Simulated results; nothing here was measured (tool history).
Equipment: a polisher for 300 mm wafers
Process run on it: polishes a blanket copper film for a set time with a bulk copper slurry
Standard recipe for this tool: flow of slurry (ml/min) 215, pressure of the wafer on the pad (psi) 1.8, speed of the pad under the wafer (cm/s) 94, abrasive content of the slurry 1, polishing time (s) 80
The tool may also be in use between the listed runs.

| run | hour | flow of slurry (ml/min) | pressure of the wafer on the pad (psi) | speed of the pad under the wafer (cm/s) | abrasive content of the slurry | polishing time (s) | incoming thickness of the incoming film, nm | film removed (angstrom) |
|---|---|---|---|---|---|---|---|---|
| 1 | 0 | 215 | 1.8 | 94 | 1 | 80 | 2952.6 | 5347 |
| 2 | 68.6 | 270 | 2.1 | 94 | 1 | 80 | 2990.5 | 6147 |
| 3 | 130.1 | 215 | 1.4 | 94 | 1 | 80 | 2983.6 | 4628 |
| 4 | 172.5 | 215 | 1.4 | 94 | 1 | 80 | 2938.4 | 4401 |
|  | 181.7 | slurry nozzle cleaned |
|  | 184.8 | head pressure recalibrated |
|  | 186.8 | worn pad replaced by a new one |
| 5 | 223.7 | 215 | 1.4 | 94 | 1 | 80 | 2938.1 | 4608 |
| 6 | 284.4 | 215 | 1.8 | 94 | 1 | 62 | 2935.2 | 4114 |
|  | 323.8 | slurry blender recalibrated |
| 7 | 383.7 | 215 | 1.8 | 94 | 1 | 80 | 2975.9 | 5264 |
| 8 | 440.1 | 215 | 1.8 | 94 | 1 | 80 | 3025.7 | 5384 |
|  | 474.8 | worn pad replaced by a new one |
|  | 493.1 | head pressure recalibrated |
| 9 | 522.5 | 215 | 1.8 | 94 | 1 | 80 | 2993.8 | 5355 |
| 10 | 600.8 | 215 | 1.8 | 88 | 1 | 80 | 2969.5 | 5043 |
|  | 683.3 | slurry blender recalibrated |
| 11 | 683.8 | 215 | 1.4 | 94 | 1 | 80 | 3002.7 | 4412 |
| 12 | 733.9 | 215 | 2 | 70 | 0.85 | 101 | 2960.7 | 5082 |
|  | 787.3 | worn pad replaced by a new one |
|  | 813.5 | head pressure recalibrated |
| 13 | 904.4 | 215 | 1.8 | 94 | 1.1 | 53 | 2969.3 | 3569 |
| 14 | 981.6 | 215 | 2.1 | 94 | 1.25 | 80 | 2977.8 | 6264 |
|  | 1050.6 | slurry nozzle cleaned |
| 15 | 1073.5 | 250 | 1.5 | 118 | 1 | 89 | 3023.5 | 6754 |
|  | 1095.1 | worn pad replaced by a new one |
|  | 1134.3 | slurry blender recalibrated |
|  | 1141.5 | head pressure recalibrated |
| 16 | 1178.9 | 260 | 1.8 | 114 | 1.3 | 57 | 3007 | 4890 |
| 17 | 1215.1 | 215 | 1.8 | 94 | 1 | 80 | 2983.4 | 5323 |
| 18 | 1318.3 | 215 | 1.8 | 122 | 1 | 80 | 2979.8 | 6896 |
| 19 | 1402 | 215 | 2.1 | 62 | 1 | 80 | 2985.5 | 3827 |
|  | 1411.2 | worn pad replaced by a new one |
| 20 | 1443.3 | 215 | 1.5 | 94 | 0.75 | 80 | 2934.2 | 4488 |

Consider 4 possible next runs. They are alternatives, not a sequence: every one starts from the tool as it was left by run 20. What does each give?
| A | 1443.7 | 215 | 1.8 | 94 | 1 | 80 | 2984.5 | ? |
| B | 1443.7 | 215 | 2.2 | 112 | 0.9 | 90 | 2984.5 | ? |
| C | 1443.7 | 150 | 1.8 | 94 | 1 | 91 | 2984.5 | ? |
| D | 1443.7 | 275 | 2.1 | 94 | 0.9 | 104 | 2984.5 | ? |

| run | film removed (angstrom) |
|---|---|
| A | 5407 |
| B | 8158 |
| C | 5952 |
| D | 7810 |
Stripped of hidden state, with their random variation kept, the same runs would have yielded:
| run | film removed (angstrom) |
|---|---|
| A | 5407 |
| B | 8158 |
| C | 5952 |
| D | 7810 |

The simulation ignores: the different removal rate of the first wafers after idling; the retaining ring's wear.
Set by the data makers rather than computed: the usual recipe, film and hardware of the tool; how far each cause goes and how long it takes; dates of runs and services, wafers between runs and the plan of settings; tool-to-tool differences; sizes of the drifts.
